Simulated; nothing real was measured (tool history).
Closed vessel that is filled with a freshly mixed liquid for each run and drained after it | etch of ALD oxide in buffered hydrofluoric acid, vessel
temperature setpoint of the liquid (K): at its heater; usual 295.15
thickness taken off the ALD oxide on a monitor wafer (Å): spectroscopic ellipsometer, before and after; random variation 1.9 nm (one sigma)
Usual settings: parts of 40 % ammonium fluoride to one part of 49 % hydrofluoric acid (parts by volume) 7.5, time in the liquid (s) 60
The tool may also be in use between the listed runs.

| run | hour | temperature setpoint of the liquid (K) | parts of 40 % ammonium fluoride to one part of 49 % hydrofluoric acid (parts by volume) | time in the liquid (s) | wafers since the last listed run | hours since the thermometer was replaced | hours since the hydrofluoric acid flow meter was replaced | hours since the gauge calibration | read-back film thickness of the ALD oxide reference wafer, read on the same gauge (nm) | thickness taken off the ALD oxide on a monitor wafer (Å) |
|---|---|---|---|---|---|---|---|---|---|---|
| 1 | 0 | 295.15 | 8.5 | 45 | 0 | 1144.9 | 584.9 | 279.1 | 90.05 | 1615.6 |
| 2 | 7.1 | 295.15 | 8.5 | 45 | 485 | 1152 | 592 | 286.2 | 89.98 | 1594 |
| 3 | 16.5 | 295.15 | 8.5 | 45 | 642 | 1161.4 | 601.4 | 295.6 | 89.97 | 1584.5 |
| 4 | 28.1 | 295.15 | 7.5 | 60 | 793 | 1173 | 613 | 307.2 | 90.01 | 2433.2 |
| 5 | 39.1 | 295.15 | 7.5 | 60 | 751 | 1184 | 624 | 318.2 | 90.02 | 2415 |
| 6 | 46.8 | 295.15 | 7.5 | 60 | 526 | 1191.7 | 631.7 | 325.9 | 89.98 | 2461 |
| 7 | 61.6 | 295.15 | 7.5 | 60 | 1011 | 1206.5 | 646.5 | 340.7 | 90 | 2404.4 |
| 8 | 67.6 | 295.15 | 7.5 | 60 | 410 | 1212.5 | 652.5 | 346.7 | 90.01 | 2412 |
| 9 | 78.5 | 295.15 | 7.5 | 60 | 745 | 1223.4 | 663.4 | 357.6 | 90.01 | 2450 |
| 10 | 89.2 | 295.15 | 7.5 | 60 | 731 | 1234.1 | 674.1 | 368.3 | 90 | 2442.5 |
| 11 | 97.5 | 295.15 | 7.5 | 60 | 567 | 1242.4 | 682.4 | 376.6 | 90 | 2450.1 |
| 12 | 114.5 | 295.15 | 7.5 | 60 | 1162 | 1259.4 | 699.4 | 393.6 | 90 | 2452 |
|  | 119.2 | gauge calibrated |
|  | 121.5 | hydrofluoric acid flow meter replaced |
| 13 | 123.4 | 295.15 | 7.5 | 60 | 540 | 1268.3 | 1.9 | 4.2 | 90 | 2449.4 |
| 14 | 138.7 | 298.65 | 6.5 | 60 | 1045 | 1283.6 | 17.2 | 19.5 | 90.02 | 3373.8 |
| 15 | 150.4 | 298.65 | 6.5 | 60 | 799 | 1295.3 | 28.9 | 31.2 | 90 | 3361.6 |
| 16 | 170.6 | 291.15 | 10.5 | 70 | 1380 | 1315.5 | 49.1 | 51.4 | 89.97 | 1658.9 |
| 17 | 178.6 | 295.15 | 7.5 | 60 | 546 | 1323.5 | 57.1 | 59.4 | 90 | 2457.1 |
| 18 | 188.8 | 296.65 | 9.5 | 85 | 697 | 1333.7 | 67.3 | 69.6 | 90.01 | 2954 |
| 19 | 205.5 | 295.15 | 8.5 | 40 | 1141 | 1350.4 | 84 | 86.3 | 89.99 | 1430.8 |
| 20 | 214.3 | 295.15 | 7.5 | 60 | 601 | 1359.2 | 92.8 | 95.1 | 89.99 | 2446.9 |
| 21 | 228.7 | 295.15 | 9 | 60 | 984 | 1373.6 | 107.2 | 109.5 | 90 | 1972 |
| 22 | 242.1 | 295.15 | 7.5 | 60 | 916 | 1387 | 120.6 | 122.9 | 89.99 | 2426 |
| 23 | 259.2 | 295.15 | 7.5 | 60 | 1169 | 1404.1 | 137.7 | 140 | 90 | 2421.2 |
| 24 | 272.6 | 295.15 | 7.5 | 60 | 916 | 1417.5 | 151.1 | 153.4 | 90.02 | 2448.5 |
|  | 279.6 | thermometer replaced |
| 25 | 280.1 | 295.15 | 7.5 | 60 | 444 | 0.5 | 158.6 | 160.9 | 89.97 | 2437.2 |
| 26 | 291.1 | 295.15 | 7.5 | 75 | 751 | 11.5 | 169.6 | 171.9 | 89.99 | 3056.1 |
| 27 | 298.5 | 290.15 | 7.5 | 80 | 505 | 18.9 | 177 | 179.3 | 90 | 2468.1 |
| 28 | 312.8 | 290.65 | 10 | 45 | 977 | 33.2 | 191.3 | 193.6 | 90.01 | 1091.2 |
| 29 | 328.5 | 295.15 | 9.5 | 90 | 1073 | 48.9 | 207 | 209.3 | 89.98 | 2881.7 |
| 30 | 339.6 | 298.65 | 5 | 85 | 758 | 60 | 218.1 | 220.4 | 90.03 | 5899.6 |
| 31 | 382.5 | 296.65 | 5.5 | 60 | 2932 | 102.9 | 261 | 263.3 | 89.95 | 3492.3 |

Hidden state at the last listed run before each entry between runs and at the first one after, where it differs:
Between runs 12 and 13: gauge calibrated (hour 119.2); hydrofluoric acid flow meter replaced (hour 121.5)
  no hidden state differs between the two runs
Between runs 24 and 25: thermometer replaced (hour 279.6)
  no hidden state differs between the two runs
